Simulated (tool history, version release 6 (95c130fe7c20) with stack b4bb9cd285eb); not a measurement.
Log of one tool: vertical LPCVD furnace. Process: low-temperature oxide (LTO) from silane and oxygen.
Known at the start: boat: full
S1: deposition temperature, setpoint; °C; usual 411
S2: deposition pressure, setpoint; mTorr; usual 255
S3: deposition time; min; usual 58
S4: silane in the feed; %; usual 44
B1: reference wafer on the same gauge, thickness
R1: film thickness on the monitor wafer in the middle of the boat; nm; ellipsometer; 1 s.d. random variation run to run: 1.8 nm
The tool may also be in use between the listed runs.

Run 1, hour 0: usual settings; B1 857.68. Result: R1 819.92 nm.
Run 2, hour 29.1: usual settings; B1 857.57. Result: R1 816.93 nm.
Run 3, hour 51.1: usual settings; B1 857.53. Result: R1 820.46 nm.
Run 4, hour 82.2: usual settings; B1 858.42. Result: R1 820.42 nm.
Run 5, hour 116.1: usual settings; B1 857.48. Result: R1 819.32 nm.
Run 6, hour 134.7: usual settings but S3 68 min; B1 858.52. Result: R1 961.74 nm.
Run 7, hour 206.6: usual settings but S3 68 min; B1 858.56. Result: R1 960.82 nm.
At hour 256.4: silane flow controller replaced.
Run 8, hour 256.9: usual settings but S3 69.5 min, S4 41 %; B1 857.95. Result: R1 911.16 nm.
Run 9, hour 268.5: usual settings but S1 409 °C; B1 858.05. Result: R1 803.87 nm.
At hour 305.6: pressure gauge zeroed.
Run 10, hour 306.1: usual settings but S1 409 °C; B1 857.57. Result: R1 772.28 nm.
Run 11, hour 323: usual settings but S4 36 %; B1 858.31. Result: R1 628.4 nm.
Run 12, hour 342.4: usual settings; B1 858.22. Result: R1 791.51 nm.
Run 13, hour 366.7: usual settings; B1 858.36. Result: R1 789.88 nm.
Run 14, hour 397.3: usual settings but S1 421 °C; B1 858.14. Result: R1 873.94 nm.
At hour 434.3: thermocouples replaced and temperature profile calibrated.
Run 15, hour 434.8: usual settings but S1 423 °C, S3 68 min; B1 857.96. Result: R1 1049.39 nm.
Run 16, hour 448.4: usual settings but S2 310 mTorr, S3 45.5 min; B1 857.96. Result: R1 756.69 nm.
At hour 467.6: gauge calibrated.
Run 17, hour 514: usual settings but S1 422 °C, S2 305 mTorr, S3 49.5 min, S4 41 %; B1 859. Result: R1 842.33 nm.
Run 18, hour 536.9: usual settings but S2 285 mTorr, S3 48.5 min; B1 858.35. Result: R1 742.3 nm.
Run 19, hour 559.1: usual settings but S2 220 mTorr, S3 39 min; B1 857.75. Result: R1 462.1 nm.
Run 20, hour 588.4: usual settings but S1 415 °C; B1 857.92. Result: R1 825.11 nm.

3 ways to go on from here, each from the tool as it stands after run 20. What would each give?
Run A, hour 592.8: usual settings but S2 295 mTorr; B1 ?. Result: R1 ?.
Run B, hour 592.8: usual settings but S1 406 °C, S2 210 mTorr, S4 50 %; B1 ?. Result: R1 ?.
Run C, hour 592.8: usual settings but S1 417 °C, S2 235 mTorr, S3 43.5 min, S4 37 %; B1 ?. Result: R1 ?.

run     B1      R1
  A  859.1  920.09
  B  859.1  700.89
  C  859.1  481.56
Stripped of hidden state, with their random variation kept, the same runs would have yielded:
run      R1
  A  917.29
  B  697.91
  C  479.72

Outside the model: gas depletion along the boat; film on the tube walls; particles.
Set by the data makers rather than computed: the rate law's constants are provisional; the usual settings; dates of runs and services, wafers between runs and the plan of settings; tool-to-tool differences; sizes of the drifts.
